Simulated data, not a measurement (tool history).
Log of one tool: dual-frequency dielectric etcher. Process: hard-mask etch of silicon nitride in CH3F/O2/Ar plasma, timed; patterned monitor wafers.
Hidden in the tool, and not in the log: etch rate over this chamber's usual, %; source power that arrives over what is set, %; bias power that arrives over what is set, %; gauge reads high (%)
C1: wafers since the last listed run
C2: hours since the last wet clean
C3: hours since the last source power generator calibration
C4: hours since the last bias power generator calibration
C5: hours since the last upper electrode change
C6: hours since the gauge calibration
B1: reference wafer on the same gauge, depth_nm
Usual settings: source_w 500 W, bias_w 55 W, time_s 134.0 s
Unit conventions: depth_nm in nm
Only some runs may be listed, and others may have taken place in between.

run 1 hour=0.0 | source_w=500 bias_w=55 time_s=134.0 | C1=0 C2=16.4 C3=1950.7 C4=4164.0 C5=4369.5 C6=722.5 | B1=96.2 | depth_nm=102.3
run 2 hour=15.9 | source_w=430 bias_w=55 time_s=134.0 | C1=119 C2=32.3 C3=1966.6 C4=4179.9 C5=4385.4 C6=738.4 | B1=96.3 | depth_nm=97.6
run 3 hour=42.6 | source_w=430 bias_w=55 time_s=134.0 | C1=200 C2=59.0 C3=1993.3 C4=4206.6 C5=4412.1 C6=765.1 | B1=96.3 | depth_nm=98.3
run 4 hour=65.6 | source_w=430 bias_w=55 time_s=134.0 | C1=172 C2=82.0 C3=2016.3 C4=4229.6 C5=4435.1 C6=788.1 | B1=96.4 | depth_nm=96.9
-- hour=89.6 source power generator calibrated
run 5 hour=90.1 | source_w=500 bias_w=55 time_s=134.0 | C1=154 C2=106.5 C3=0.5 C4=4254.1 C5=4459.6 C6=812.6 | B1=96.3 | depth_nm=102.7
run 6 hour=113.4 | source_w=500 bias_w=55 time_s=134.0 | C1=175 C2=129.8 C3=23.8 C4=4277.4 C5=4482.9 C6=835.9 | B1=96.1 | depth_nm=103.1
run 7 hour=143.8 | source_w=500 bias_w=55 time_s=134.0 | C1=228 C2=160.2 C3=54.2 C4=4307.8 C5=4513.3 C6=866.3 | B1=96.3 | depth_nm=103.2
-- hour=171.0 wet clean of the chamber, repeated, since the last time left the tool worse
run 8 hour=171.5 | source_w=500 bias_w=55 time_s=134.0 | C1=27 C2=0.5 C3=81.9 C4=4335.5 C5=4541.0 C6=894.0 | B1=96.4 | depth_nm=97.0
run 9 hour=177.1 | source_w=500 bias_w=55 time_s=134.0 | C1=42 C2=6.1 C3=87.5 C4=4341.1 C5=4546.6 C6=899.6 | B1=96.1 | depth_nm=96.6
run 10 hour=206.5 | source_w=500 bias_w=60 time_s=165.5 | C1=220 C2=35.5 C3=116.9 C4=4370.5 C5=4576.0 C6=929.0 | B1=96.5 | depth_nm=124.3
run 11 hour=237.9 | source_w=500 bias_w=60 time_s=165.5 | C1=236 C2=66.9 C3=148.3 C4=4401.9 C5=4607.4 C6=960.4 | B1=96.3 | depth_nm=123.3
run 12 hour=272.4 | source_w=500 bias_w=55 time_s=134.0 | C1=259 C2=101.4 C3=182.8 C4=4436.4 C5=4641.9 C6=994.9 | B1=96.4 | depth_nm=96.5
run 13 hour=303.8 | source_w=400 bias_w=48 time_s=164.0 | C1=236 C2=132.8 C3=214.2 C4=4467.8 C5=4673.3 C6=1026.3 | B1=96.4 | depth_nm=106.1
run 14 hour=316.1 | source_w=500 bias_w=51 time_s=120.5 | C1=92 C2=145.1 C3=226.5 C4=4480.1 C5=4685.6 C6=1038.6 | B1=96.3 | depth_nm=85.6
run 15 hour=342.7 | source_w=540 bias_w=55 time_s=163.5 | C1=199 C2=171.7 C3=253.1 C4=4506.7 C5=4712.2 C6=1065.2 | B1=96.4 | depth_nm=122.8
run 16 hour=356.1 | source_w=500 bias_w=55 time_s=134.0 | C1=100 C2=185.1 C3=266.5 C4=4520.1 C5=4725.6 C6=1078.6 | B1=96.4 | depth_nm=98.2
-- hour=362.0 bias power generator calibrated
run 17 hour=389.8 | source_w=500 bias_w=60 time_s=165.5 | C1=223 C2=218.8 C3=300.2 C4=27.8 C5=4759.3 C6=1112.3 | B1=96.3 | depth_nm=124.0
run 18 hour=417.8 | source_w=390 bias_w=55 time_s=134.0 | C1=210 C2=246.8 C3=328.2 C4=55.8 C5=4787.3 C6=1140.3 | B1=96.3 | depth_nm=91.3
-- hour=438.2 gauge calibrated
run 19 hour=444.6 | source_w=500 bias_w=65 time_s=145.5 | C1=201 C2=273.6 C3=355.0 C4=82.6 C5=4814.1 C6=6.4 | B1=96.3 | depth_nm=114.3
run 20 hour=459.4 | source_w=390 bias_w=62 time_s=110.5 | C1=111 C2=288.4 C3=369.8 C4=97.4 C5=4828.9 C6=21.2 | B1=96.5 | depth_nm=78.7
-- hour=502.9 upper electrode replaced
run 21 hour=503.4 | source_w=420 bias_w=66 time_s=95.0 | C1=150 C2=332.4 C3=413.8 C4=141.4 C5=0.5 C6=65.2 | B1=96.2 | depth_nm=71.4
run 22 hour=512.7 | source_w=570 bias_w=66 time_s=98.5 | C1=69 C2=341.7 C3=423.1 C4=150.7 C5=9.8 C6=74.5 | B1=96.4 | depth_nm=80.9
run 23 hour=539.4 | source_w=470 bias_w=48 time_s=169.0 | C1=200 C2=368.4 C3=449.8 C4=177.4 C5=36.5 C6=101.2 | B1=96.3 | depth_nm=116.5
run 24 hour=552.2 | source_w=500 bias_w=55 time_s=134.0 | C1=96 C2=381.2 C3=462.6 C4=190.2 C5=49.3 C6=114.0 | B1=96.4 | depth_nm=98.8
run 25 hour=567.7 | source_w=500 bias_w=55 time_s=156.0 | C1=116 C2=396.7 C3=478.1 C4=205.7 C5=64.8 C6=129.5 | B1=96.2 | depth_nm=115.1
run 26 hour=586.5 | source_w=500 bias_w=60 time_s=165.5 | C1=141 C2=415.5 C3=496.9 C4=224.5 C5=83.6 C6=148.3 | B1=96.4 | depth_nm=127.8
-- hour=615.2 wet clean of the chamber
run 27 hour=616.4 | source_w=430 bias_w=61 time_s=165.0 | C1=44 C2=1.2 C3=526.8 C4=254.4 C5=113.5 C6=178.2 | B1=96.2 | depth_nm=117.3
run 28 hour=642.6 | source_w=500 bias_w=55 time_s=110.5 | C1=196 C2=27.4 C3=553.0 C4=280.6 C5=139.7 C6=204.4 | B1=96.3 | depth_nm=80.4
run 29 hour=660.4 | source_w=440 bias_w=67 time_s=98.0 | C1=133 C2=45.2 C3=570.8 C4=298.4 C5=157.5 C6=222.2 | B1=96.3 | depth_nm=73.7
run 30 hour=694.6 | source_w=620 bias_w=61 time_s=117.5 | C1=257 C2=79.4 C3=605.0 C4=332.6 C5=191.7 C6=256.4 | B1=96.5 | depth_nm=94.9

A few steps of depth_nm between consecutive runs. Split each: what settings, incoming material and random variation would produce without the hidden state, and what is left over for the hidden state, along with gauge scatter present in only one of the two compared results (measured, and without hidden state):
Run 7 -> 8: wet clean of the chamber, repeated, since the last time left the tool worse. depth_nm -6.2 nm: hidden state -6.3, all else +0.1.
Run 14 -> 15: source_w 500 -> 540, bias_w 51 -> 55, time_s 120.5 -> 163.5. depth_nm +37.2 nm: hidden state +0.5, all else +36.7.
Run 19 -> 20: source_w 500 -> 390, bias_w 65 -> 62, time_s 145.5 -> 110.5. depth_nm -35.6 nm: hidden state -0.6, all else -35.0.
Run 22 -> 23: source_w 570 -> 470, bias_w 66 -> 48, time_s 98.5 -> 169.0. depth_nm +35.6 nm: hidden state +0.9, all else +34.7.
Run 26 -> 27: source_w 500 -> 430, bias_w 60 -> 61, time_s 165.5 -> 165.0, wet clean of the chamber. depth_nm -10.5 nm: hidden state -2.8, all else -7.7.
Run 27 -> 28: source_w 430 -> 500, bias_w 61 -> 55, time_s 165.0 -> 110.5. depth_nm -36.9 nm: hidden state -0.1, all else -36.8.

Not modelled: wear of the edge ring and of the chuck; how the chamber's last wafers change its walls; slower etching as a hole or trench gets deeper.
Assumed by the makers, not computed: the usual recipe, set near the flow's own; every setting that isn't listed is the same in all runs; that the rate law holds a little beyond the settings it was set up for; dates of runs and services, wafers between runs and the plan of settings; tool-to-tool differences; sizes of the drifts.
